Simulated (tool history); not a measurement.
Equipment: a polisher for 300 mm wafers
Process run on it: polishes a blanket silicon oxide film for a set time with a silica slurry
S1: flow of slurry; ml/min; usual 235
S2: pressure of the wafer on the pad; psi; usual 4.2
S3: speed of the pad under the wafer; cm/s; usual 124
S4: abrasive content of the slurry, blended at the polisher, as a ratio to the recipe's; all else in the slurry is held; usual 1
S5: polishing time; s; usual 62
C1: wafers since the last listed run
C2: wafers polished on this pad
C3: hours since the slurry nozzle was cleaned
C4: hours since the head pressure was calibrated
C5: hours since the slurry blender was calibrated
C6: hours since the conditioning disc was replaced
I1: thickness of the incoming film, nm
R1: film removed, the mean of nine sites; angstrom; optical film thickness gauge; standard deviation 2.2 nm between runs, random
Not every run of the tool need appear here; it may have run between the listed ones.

run,hour,S1,S2,S3,S4,S5,C1,C2,C3,C4,C5,C6,I1,R1
1,0,235,4.2,124,1,62,0,3416,41.8,166.1,353.3,40,737.9,2065
2,40.7,235,4.2,138,1,62,429,3846,82.5,206.8,394,80.7,741.2,2273
# hour 52: slurry blender recalibrated
# hour 56.6: worn pad replaced by a new one
3,110,235,4.2,138,1,62,668,564,151.8,276.1,58,150,744.5,2205
4,167.5,235,3.7,124,0.8,62,607,1171,209.3,333.6,115.5,207.5,755.3,1515
5,221.1,235,3.7,124,0.8,62,565,1737,262.9,387.2,169.1,261.1,754.2,1470
6,272,265,4.2,124,1,62,537,2274,313.8,438.1,220,312,744.9,2030
# hour 288.4: head pressure recalibrated
# hour 302.9: slurry nozzle cleaned
7,338,235,5.1,124,1.3,62,665,2940,35.1,49.6,286,378,752.6,2805
# hour 391.2: worn pad replaced by a new one
8,400.1,235,4.2,124,0.85,62,613,93,97.2,111.7,348.1,440.1,749.7,1794
9,451.7,235,4.2,124,1,62,544,638,148.8,163.3,399.7,491.7,739.8,2047
# hour 471: slurry blender recalibrated
10,503,235,3,124,0.85,62,520,1159,200.1,214.6,32,543,742.6,1365
# hour 526.3: conditioning disc replaced and pad reconditioned
11,535.9,235,5.1,150,1,62,326,1485,233,247.5,64.9,9.6,750.5,2751
12,606.7,235,4.2,124,1,62,747,2233,303.8,318.3,135.7,80.4,739,2083
13,638.3,235,4.2,82,0.8,79,333,2566,335.4,349.9,167.3,112,740.4,1539
14,698.6,260,4.2,124,1,55,636,3203,395.7,410.2,227.6,172.3,748,1862
# hour 740.2: slurry nozzle cleaned
15,744.6,235,4.2,124,1,62,475,3678,4.4,456.2,273.6,218.3,758,2030
# hour 761.9: worn pad replaced by a new one
16,778.4,235,4.2,124,1,62,314,174,38.2,490,307.4,252.1,757.3,2040
17,812.5,255,3.1,124,1,73,360,534,72.3,524.1,341.5,286.2,749,1951
# hour 829.6: slurry blender recalibrated
# hour 849: head pressure recalibrated
18,864.1,235,5.7,86,0.8,79,502,1037,123.9,15.1,34.5,337.8,746.2,2013
19,1040.8,235,4.2,124,1,62,1865,2902,300.6,191.8,211.2,514.5,751.4,2063
# hour 1056.2: conditioning disc replaced and pad reconditioned
20,1100.6,235,4.2,82,0.8,79,610,3513,360.4,251.6,271,44.4,737.7,1505
# hour 1107.5: worn pad replaced by a new one
# hour 1123.8: slurry nozzle cleaned
21,1135.8,280,2.8,124,1,48,318,288,12,286.8,306.2,79.6,748.5,1200
22,1190.6,235,4.2,136,1,62,578,866,66.8,341.6,361,134.4,742.9,2227
# hour 1207.2: slurry blender recalibrated
23,1239.8,235,4.2,124,1,51,498,1365,116,390.8,32.6,183.6,749.4,1669
24,1268.6,235,5.7,124,1,62,304,1669,144.8,419.6,61.4,212.4,748.6,2614
25,1323.4,315,3.5,124,0.8,44,578,2247,199.6,474.4,116.2,267.2,756,1038

Here are 4 independent what-if runs from the current tool condition. What would each one return?
A,1323.8,310,4.2,124,1,62,4,2252,200,474.8,116.6,267.6,743.5,?
B,1323.8,235,4.2,94,1,62,4,2252,200,474.8,116.6,267.6,743.5,?
C,1323.8,280,5.1,136,1,81,4,2252,200,474.8,116.6,267.6,743.5,?
D,1323.8,300,4.2,124,1,62,4,2252,200,474.8,116.6,267.6,743.5,?

run,R1
A,2075
B,1615
C,3379
D,2069
Without the tool's hidden state the same runs would have given:
run,R1
A,2075
B,1615
C,3379
D,2069

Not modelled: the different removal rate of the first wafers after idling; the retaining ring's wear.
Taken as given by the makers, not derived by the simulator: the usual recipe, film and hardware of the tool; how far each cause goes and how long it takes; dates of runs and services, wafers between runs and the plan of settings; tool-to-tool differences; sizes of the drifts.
